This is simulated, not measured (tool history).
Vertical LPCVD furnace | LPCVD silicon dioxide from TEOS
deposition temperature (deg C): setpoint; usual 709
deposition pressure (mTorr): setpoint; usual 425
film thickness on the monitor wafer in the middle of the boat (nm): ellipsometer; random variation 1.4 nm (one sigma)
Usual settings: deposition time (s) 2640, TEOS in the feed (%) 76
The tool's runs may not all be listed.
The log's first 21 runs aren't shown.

run     day  deposition temperature (deg C)  deposition pressure (mTorr)  deposition time (s)  TEOS in the feed (%)  wafers since the last listed run  hours since the last temperature calibration  hours since the pressure gauge was zeroed  hours since the TEOS flow controller was replaced  hours since the gauge calibration  read-back reference wafer on the same gauge, thickness  film thickness on the monitor wafer in the middle of the boat (nm)
 22  14.454                             704                          425                 2640                    76                                74                                          20.5                                        5.5                                               46.2                              120.6                                                  459.41                                                              481.14
 23  14.667                             709                          515                 1620                    76                                75                                          25.6                                       10.6                                               51.3                              125.7                                                  459.21                                                              365.69
 24  14.875                             698                          480                 2640                    71                                74                                          30.6                                       15.6                                               56.3                              130.7                                                  458.61                                                              430.34
 25  15.712                             709                          370                 3060                    87                               299                                          50.7                                       35.7                                               76.4                              150.8                                                  458.91                                                              622.97
 26  16.275                             709                          425                 2220                    76                               200                                          64.2                                       49.2                                               89.9                              164.3                                                  459.04                                                              451.12
 27    16.8                             709                          460                 2640                    76                               187                                          76.8                                       61.8                                              102.5                              176.9                                                  458.77                                                              559.12
 28  17.342                             709                          425                 2640                    76                               193                                          89.8                                       74.8                                              115.5                              189.9                                                  458.95                                                               538.7
 29  18.142                             709                          425                 2640                    76                               285                                           109                                         94                                              134.7                              209.1                                                   459.3                                                              537.94
 30  18.625                             709                          425                 2040                    76                               172                                         120.6                                      105.6                                              146.3                              220.7                                                  458.73                                                              415.82
 31  19.229                             709                          425                 2640                    76                               215                                         135.1                                      120.1                                              160.8                              235.2                                                  458.68                                                              539.28
 32   19.55                             719                          385                 2640                    67                               114                                         142.8                                      127.8                                              168.5                              242.9                                                  458.54                                                              602.12

Forecast each of these 3 alternatives for the next run:
  A  19.762                             709                          425                 2640                    76                                75                                         147.9                                      132.9                                              173.6                                248                                                       ?                                                                   ?
  B  19.762                             709                          380                 3540                    89                                75                                         147.9                                      132.9                                              173.6                                248                                                       ?                                                                   ?
  C  19.762                             719                          500                 3090                    88                                75                                         147.9                                      132.9                                              173.6                                248                                                       ?                                                                   ?

run  read-back reference wafer on the same gauge, thickness  film thickness on the monitor wafer in the middle of the boat (nm)
  A                                                  459.05                                                              539.74
  B                                                  459.05                                                              740.57
  C                                                  459.05                                                              924.07
Without the tool's hidden state the same runs would have given:
run  film thickness on the monitor wafer in the middle of the boat (nm)
  A                                                              533.95
  B                                                              732.64
  C                                                              914.37
